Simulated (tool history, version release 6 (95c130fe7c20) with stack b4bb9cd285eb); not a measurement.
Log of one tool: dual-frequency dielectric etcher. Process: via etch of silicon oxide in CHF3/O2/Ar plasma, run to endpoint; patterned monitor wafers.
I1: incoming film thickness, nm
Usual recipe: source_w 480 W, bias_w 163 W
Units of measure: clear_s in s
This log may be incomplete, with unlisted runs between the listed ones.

run 1 hour=0 | source_w=480 bias_w=177 | I1=625.7 | clear_s=375.2
run 2 hour=28 | source_w=480 bias_w=163 | I1=627.4 | clear_s=385.1
run 3 hour=49.6 | source_w=480 bias_w=163 | I1=643.6 | clear_s=393.2
run 4 hour=77 | source_w=480 bias_w=163 | I1=634.8 | clear_s=386.7
run 5 hour=103.1 | source_w=480 bias_w=163 | I1=632.6 | clear_s=386.9
run 6 hour=134.8 | source_w=480 bias_w=163 | I1=627 | clear_s=383.2
run 7 hour=163.4 | source_w=480 bias_w=163 | I1=631.6 | clear_s=384.2
-- hour=172.4 source power generator calibrated
-- hour=203.3 bias power generator calibrated
-- hour=205.8 upper electrode replaced
run 8 hour=206.3 | source_w=480 bias_w=163 | I1=633 | clear_s=385.1
run 9 hour=208.1 | source_w=480 bias_w=163 | I1=625.5 | clear_s=380.5
-- hour=235.9 wet clean of the chamber
run 10 hour=236.4 | source_w=480 bias_w=163 | I1=626.1 | clear_s=387.9
run 11 hour=246.6 | source_w=370 bias_w=148 | I1=631.9 | clear_s=441.5
run 12 hour=259.3 | source_w=480 bias_w=179 | I1=633.4 | clear_s=380.1
run 13 hour=281.3 | source_w=420 bias_w=203 | I1=623 | clear_s=378.3
run 14 hour=314.2 | source_w=540 bias_w=163 | I1=642 | clear_s=379.6
run 15 hour=338 | source_w=590 bias_w=188 | I1=633.3 | clear_s=345.8
run 16 hour=355.2 | source_w=450 bias_w=123 | I1=637.4 | clear_s=430.9
run 17 hour=378.6 | source_w=480 bias_w=135 | I1=632.5 | clear_s=408.8
run 18 hour=396.4 | source_w=480 bias_w=163 | I1=635.4 | clear_s=390.2
run 19 hour=427 | source_w=560 bias_w=183 | I1=623.2 | clear_s=349.3
run 20 hour=441.6 | source_w=480 bias_w=179 | I1=636 | clear_s=379.1

How would selected steps in clear_s from run to run divide? Give the signed amount a tool lacking its hidden state would still show from settings, what came in and random variation, and the signed amount left for the hidden state, including any gauge scatter that is not in both of the compared results.
What the log doesn't record here: etch rate over this chamber's usual, %; source power that arrives over what is set, %; bias power that arrives over what is set, %.
Run 9 -> 10: wet clean of the chamber. clear_s +7.4 s: hidden state +6.5, all else +0.9.
Run 11 -> 12: source_w 370 -> 480, bias_w 148 -> 179. clear_s -61.4 s: hidden state +0.1, all else -61.5.
Run 15 -> 16: source_w 590 -> 450, bias_w 188 -> 123. clear_s +85.1 s: hidden state -1, all else +86.1.

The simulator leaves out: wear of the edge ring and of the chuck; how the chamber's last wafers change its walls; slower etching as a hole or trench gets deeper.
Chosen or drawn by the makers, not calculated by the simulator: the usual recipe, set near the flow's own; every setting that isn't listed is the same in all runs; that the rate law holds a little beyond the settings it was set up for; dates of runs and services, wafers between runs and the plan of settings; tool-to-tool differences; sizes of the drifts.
